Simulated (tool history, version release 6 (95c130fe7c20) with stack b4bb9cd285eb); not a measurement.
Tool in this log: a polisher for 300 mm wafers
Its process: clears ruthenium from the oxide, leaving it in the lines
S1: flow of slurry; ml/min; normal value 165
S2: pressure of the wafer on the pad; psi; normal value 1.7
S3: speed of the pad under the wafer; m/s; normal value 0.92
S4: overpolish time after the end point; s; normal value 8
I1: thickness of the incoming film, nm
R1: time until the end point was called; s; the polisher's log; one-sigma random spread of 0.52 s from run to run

{"run": 1, "day": 0.0, "S1": 165, "S2": 1.7, "S3": 0.92, "S4": 8, "I1": 61.2, "R1": 68.9}
{"run": 2, "day": 1.092, "S1": 165, "S2": 1.7, "S3": 0.92, "S4": 8, "I1": 60.8, "R1": 71.3}
{"day": 1.829, "done": "worn pad replaced by a new one"}
{"run": 3, "day": 1.858, "S1": 165, "S2": 1.7, "S3": 0.92, "S4": 8, "I1": 59.6, "R1": 66.0}
{"run": 4, "day": 3.021, "S1": 165, "S2": 1.7, "S3": 0.92, "S4": 11, "I1": 59.6, "R1": 69.6}
{"day": 4.175, "done": "worn pad replaced by a new one"}
{"run": 5, "day": 4.196, "S1": 165, "S2": 1.7, "S3": 0.92, "S4": 8, "I1": 59.6, "R1": 68.9}
{"run": 6, "day": 4.558, "S1": 165, "S2": 1.7, "S3": 0.92, "S4": 8, "I1": 60.6, "R1": 71.5}
{"run": 7, "day": 5.533, "S1": 165, "S2": 1.7, "S3": 0.92, "S4": 8, "I1": 60.4, "R1": 74.6}
{"day": 5.929, "done": "head pressure recalibrated"}
{"day": 6.296, "done": "worn pad replaced by a new one"}
{"run": 8, "day": 6.317, "S1": 165, "S2": 1.7, "S3": 0.92, "S4": 8, "I1": 59.8, "R1": 69.7}
{"day": 6.708, "done": "slurry nozzle cleaned"}
{"run": 9, "day": 7.279, "S1": 195, "S2": 2.2, "S3": 0.76, "S4": 8, "I1": 60.1, "R1": 55.9}
{"day": 8.35, "done": "worn pad replaced by a new one"}
{"run": 10, "day": 8.629, "S1": 165, "S2": 1.7, "S3": 0.92, "S4": 8, "I1": 60.8, "R1": 63.4}
{"run": 11, "day": 9.217, "S1": 105, "S2": 1.7, "S3": 0.92, "S4": 8, "I1": 59.6, "R1": 68.6}
{"day": 10.675, "done": "worn pad replaced by a new one"}
{"run": 12, "day": 10.696, "S1": 165, "S2": 1.7, "S3": 0.92, "S4": 8, "I1": 60.4, "R1": 61.9}
{"run": 13, "day": 11.283, "S1": 215, "S2": 1.1, "S3": 0.84, "S4": 6, "I1": 60.5, "R1": 93.1}
{"run": 14, "day": 11.929, "S1": 115, "S2": 1.2, "S3": 0.92, "S4": 3, "I1": 60.1, "R1": 89.9}

Some steps in R1, run to run, broken into two amounts with sign: the step expected even without the hidden condition (settings, incoming material, random variation), and the rest, left for the hidden condition together with whatever gauge scatter is not in both the measured and the hidden-condition-free result:
Hidden conditions of the tool in this case: removal rate lost through wear of the pad, %; slurry flow missing at the pad, %; deviation of the head's pressure from its setpoint, %.
Run 8 -> 9: S1 165 -> 195, S2 1.7 -> 2.2, S3 0.92 -> 0.76, slurry nozzle cleaned. R1 -13.8 s: hidden state -7.8, all else -6.0.
Run 12 -> 13: S1 165 -> 215, S2 1.7 -> 1.1, S3 0.92 -> 0.84, S4 8 -> 6. R1 +31.2 s: hidden state +2.0, all else +29.2.
